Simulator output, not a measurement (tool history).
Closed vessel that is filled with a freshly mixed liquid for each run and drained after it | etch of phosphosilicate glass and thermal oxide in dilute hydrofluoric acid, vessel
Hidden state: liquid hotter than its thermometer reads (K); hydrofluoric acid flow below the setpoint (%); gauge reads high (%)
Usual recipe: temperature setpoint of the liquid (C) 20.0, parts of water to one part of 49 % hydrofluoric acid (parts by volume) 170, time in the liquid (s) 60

run,hour,temperature setpoint of the liquid (C),parts of water to one part of 49 % hydrofluoric acid (parts by volume),time in the liquid (s),wafers since the last listed run,hours since the thermometer was replaced,hours since the hydrofluoric acid flow meter was replaced,hours since the gauge calibration,"read-back film thickness of the phosphosilicate glass reference wafer, read on the same gauge (nm)","read-back film thickness of the thermal oxide reference wafer, read on the same gauge (nm)",thickness taken off the phosphosilicate glass on a monitor wafer (angstrom),thickness taken off the thermal oxide on a monitor wafer (angstrom)
1,0.0,20.0,170,60,0,578.2,815.4,2531.7,79.97,149.983,412.6,12.02
# hour 20.5: thermometer replaced
2,112.5,20.0,170,60,12758,92.0,927.9,2644.2,80.03,149.999,411.4,11.97
3,163.9,20.0,170,60,5881,143.4,979.3,2695.6,79.99,150.016,406.6,11.79
4,225.1,20.0,170,35,7002,204.6,1040.5,2756.8,80.04,150.027,236.4,6.84
5,302.4,20.0,170,60,8844,281.9,1117.8,2834.1,80.02,149.966,405.4,11.80
6,378.4,20.0,170,60,8696,357.9,1193.8,2910.1,79.98,149.954,404.7,12.06
7,437.1,20.0,170,60,6716,416.6,1252.5,2968.8,80.00,150.025,407.9,12.04
8,478.5,17.5,170,75,4737,458.0,1293.9,3010.2,80.01,150.006,454.9,13.32
9,545.4,23.5,205,60,7654,524.9,1360.8,3077.1,80.00,149.994,368.8,10.39
# hour 588.9: gauge calibrated
10,633.6,17.5,170,75,10092,613.1,1449.0,44.7,79.97,149.987,453.0,13.05
# hour 661.1: thermometer replaced
11,715.1,23.5,145,35,9211,54.0,1530.5,126.2,80.02,150.002,321.3,9.45
12,786.8,20.0,170,60,8204,125.7,1602.2,197.9,80.04,149.987,396.5,11.89
13,864.4,17.0,220,80,8879,203.3,1679.8,275.5,80.06,149.948,348.0,10.39
14,942.4,17.0,200,90,8925,281.3,1757.8,353.5,80.01,149.992,438.4,12.58
15,1033.4,20.0,210,60,10412,372.3,1848.8,444.5,79.98,150.031,304.8,9.21
16,1077.7,18.0,230,45,5068,416.6,1893.1,488.8,80.03,149.989,190.4,5.54
17,1116.8,22.0,195,90,4473,455.7,1932.2,527.9,80.01,150.012,547.1,15.73
# hour 1197.0: thermometer replaced
# hour 1279.4: hydrofluoric acid flow meter replaced
18,1351.8,17.0,225,60,26660,154.8,72.4,762.9,80.02,150.008,269.8,7.68
19,1391.5,20.0,170,60,4542,194.5,112.1,802.6,80.04,150.018,427.7,12.53
20,1465.8,18.5,170,30,8501,268.8,186.4,876.9,79.98,149.997,198.0,5.90
21,1567.5,20.0,170,60,11636,370.5,288.1,978.6,80.03,150.026,413.8,12.32
22,1672.2,17.0,170,60,11980,475.2,392.8,1083.3,80.01,149.991,371.1,10.95
# hour 1771.5: thermometer replaced
23,1772.0,24.0,170,60,11305,0.5,492.6,1183.1,80.01,150.040,487.7,14.41
24,1840.3,23.5,170,75,7815,68.8,560.9,1251.4,79.97,150.002,594.9,17.14

Below are 5 alternative next runs, each starting from the tool's condition after run 24. Predict each:
A,1841.0,20.0,245,60,80,69.5,561.6,1252.1,?,?,?,?
B,1841.0,17.0,140,95,80,69.5,561.6,1252.1,?,?,?,?
C,1841.0,20.0,240,45,80,69.5,561.6,1252.1,?,?,?,?
D,1841.0,22.0,170,75,80,69.5,561.6,1252.1,?,?,?,?
E,1841.0,24.5,90,30,80,69.5,561.6,1252.1,?,?,?,?

run,"read-back film thickness of the phosphosilicate glass reference wafer, read on the same gauge (nm)","read-back film thickness of the thermal oxide reference wafer, read on the same gauge (nm)",thickness taken off the phosphosilicate glass on a monitor wafer (angstrom),thickness taken off the thermal oxide on a monitor wafer (angstrom)
A,79.97,149.945,267.8,7.86
B,79.97,149.945,730.5,21.43
C,79.97,149.945,206.0,6.04
D,79.97,149.945,561.6,16.48
E,79.97,149.945,514.1,15.08
With no hidden state in the tool, these same runs would have given:
run,thickness taken off the phosphosilicate glass on a monitor wafer (angstrom),thickness taken off the thermal oxide on a monitor wafer (angstrom)
A,275.4,8.08
B,749.8,22.00
C,211.9,6.22
D,577.1,16.93
E,527.4,15.47
